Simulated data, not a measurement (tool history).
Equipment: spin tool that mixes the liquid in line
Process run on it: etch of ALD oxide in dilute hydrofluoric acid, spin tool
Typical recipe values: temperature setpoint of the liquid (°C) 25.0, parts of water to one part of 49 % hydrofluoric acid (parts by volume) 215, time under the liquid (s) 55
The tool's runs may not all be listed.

run    hour  temperature setpoint of the liquid (°C)  parts of water to one part of 49 % hydrofluoric acid (parts by volume)  time under the liquid (s)  read-back film thickness of the ALD oxide reference wafer, read on the same gauge (nm)  thickness taken off the ALD oxide on a monitor wafer (Å)
  1     0.0                                     25.0                                                                     215                         55                                                                                  109.99                                                      72.9
  2   107.0                                     25.0                                                                     215                         55                                                                                  110.03                                                      72.5
  3   181.5                                     22.5                                                                     215                         55                                                                                  110.01                                                      67.0
  4   259.7                                     25.0                                                                     215                         55                                                                                  110.03                                                      73.0
  5   504.1                                     25.0                                                                     215                         55                                                                                  110.00                                                      73.5
  6   547.5                                     25.0                                                                     215                         55                                                                                  109.99                                                      73.4
  7   597.2                                     25.0                                                                     215                         55                                                                                  110.00                                                      73.4
  8   672.5                                     25.0                                                                     215                         55                                                                                  110.02                                                      73.8
  9   729.8                                     25.0                                                                     215                         55                                                                                  110.00                                                      73.3
 10   832.0                                     25.0                                                                     215                         55                                                                                  110.01                                                      73.8
 11   874.6                                     25.0                                                                     215                         55                                                                                  109.98                                                      73.7
 12   917.8                                     25.0                                                                     215                         55                                                                                  109.99                                                      74.1
     1137.9  -- thermometer replaced
     1184.2  -- hydrofluoric acid flow meter replaced
 13  1197.3                                     28.5                                                                     270                         75                                                                                  110.03                                                      81.1
 14  1278.9                                     25.0                                                                     310                         55                                                                                  110.01                                                      44.4
 15  1346.8                                     25.0                                                                     115                         35                                                                                  110.01                                                      94.9
 16  1419.8                                     25.0                                                                     215                         55                                                                                  110.01                                                      71.2
 17  1456.3                                     25.0                                                                     215                         55                                                                                  109.99                                                      71.1
 18  1561.9                                     25.0                                                                     215                         55                                                                                  110.02                                                      71.1
     1585.9  -- gauge calibrated
 19  1819.4                                     26.5                                                                     155                         25                                                                                  109.99                                                      51.2
 20  1879.4                                     26.5                                                                     125                         70                                                                                  110.00                                                     184.2
 21  1937.1                                     25.0                                                                     215                         45                                                                                  110.04                                                      59.1

Predict the results of run 22:
 22  1981.0                                     21.0                                                                     115                         55                                                                                       ?                                                         ?

Logged for run 22: read-back film thickness of the ALD oxide reference wafer, read on the same gauge (nm) 109.99, thickness taken off the ALD oxide on a monitor wafer (Å) 128.6.
With the hidden condition absent and the run-to-run variation left alone, this run would have shown thickness taken off the ALD oxide on a monitor wafer (Å) 125.5.

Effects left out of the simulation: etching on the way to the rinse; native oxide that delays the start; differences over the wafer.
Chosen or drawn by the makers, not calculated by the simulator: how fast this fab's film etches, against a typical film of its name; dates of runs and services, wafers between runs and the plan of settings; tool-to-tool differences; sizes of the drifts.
